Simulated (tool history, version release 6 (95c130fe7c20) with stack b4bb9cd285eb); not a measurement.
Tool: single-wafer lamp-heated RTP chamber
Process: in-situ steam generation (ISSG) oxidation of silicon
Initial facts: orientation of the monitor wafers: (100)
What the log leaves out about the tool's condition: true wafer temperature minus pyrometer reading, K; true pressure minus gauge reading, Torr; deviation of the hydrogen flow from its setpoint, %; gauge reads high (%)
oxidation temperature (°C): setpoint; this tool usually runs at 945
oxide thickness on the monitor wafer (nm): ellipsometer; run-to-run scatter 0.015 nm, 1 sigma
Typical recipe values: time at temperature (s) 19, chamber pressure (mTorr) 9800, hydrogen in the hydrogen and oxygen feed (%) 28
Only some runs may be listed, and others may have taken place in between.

run	hour	oxidation temperature (°C)	time at temperature (s)	chamber pressure (mTorr)	hydrogen in the hydrogen and oxygen feed (%)	wafers since the last listed run	wafers since the last pyrometer calibration	hours since the pressure gauge was zeroed	hours since the hydrogen flow controller was replaced	hours since the gauge calibration	read-back reference wafer on the same gauge, thickness	oxide thickness on the monitor wafer (nm)
1	0.0	945	19	9800	28	0	909	4341.6	3421.3	158.0	3.499	4.285
2	28.0	945	19	9800	28	215	1125	4369.6	3449.3	186.0	3.499	4.289
3	55.4	945	19	9800	28	211	1336	4397.0	3476.7	213.4	3.502	4.309
4	79.1	945	19	9800	28	182	1518	4420.7	3500.4	237.1	3.498	4.329
5	100.2	945	19	9800	28	162	1681	4441.8	3521.5	258.2	3.500	4.339
6	121.3	945	19	9800	28	162	1844	4462.9	3542.6	279.3	3.499	4.322
# hour 202.0: gauge calibrated
7	217.9	945	19	9800	28	744	2589	4559.5	3639.2	15.9	3.501	4.345
# hour 237.5: pressure gauge zeroed
8	293.5	945	19	9800	28	521	3110	56.0	3714.8	91.5	3.501	4.359
9	324.4	945	12	9800	28	238	3348	86.9	3745.7	122.4	3.500	3.657
10	344.2	945	19	9800	28	152	3501	106.7	3765.5	142.2	3.500	4.376
11	372.6	945	19	9800	23	218	3719	135.1	3793.9	170.6	3.502	4.197
12	395.5	945	19	9200	28	176	3896	158.0	3816.8	193.5	3.497	4.455
# hour 419.4: pyrometer window cleaned and pyrometer calibrated
# hour 470.2: hydrogen flow controller replaced
13	484.3	950	14	9800	32	561	438	246.8	14.1	282.3	3.499	3.952
14	517.5	945	26	9800	20	255	694	280.0	47.3	315.5	3.500	4.551
15	553.5	937	15	10200	32	277	972	316.0	83.3	351.5	3.500	3.928
16	588.5	945	19	9800	28	269	1242	351.0	118.3	386.5	3.499	4.288
17	603.0	945	19	9800	28	111	1353	365.5	132.8	401.0	3.499	4.292

Predict each of these 4 candidate next runs independently; none follows another, all start after run 17:
A	603.4	955	19	9800	28	3	1356	365.9	133.2	401.4	?	?
B	603.4	945	19	8500	28	3	1356	365.9	133.2	401.4	?	?
C	603.4	962	27	10200	32	3	1356	365.9	133.2	401.4	?	?
D	603.4	957	19	10200	32	3	1356	365.9	133.2	401.4	?	?

run	read-back reference wafer on the same gauge, thickness	oxide thickness on the monitor wafer (nm)
A	3.499	4.440
B	3.499	4.404
C	3.499	5.383
D	3.499	4.559
With no hidden state in the tool, these same runs would have given:
run	oxide thickness on the monitor wafer (nm)
A	4.387
B	4.354
C	5.308
D	4.503
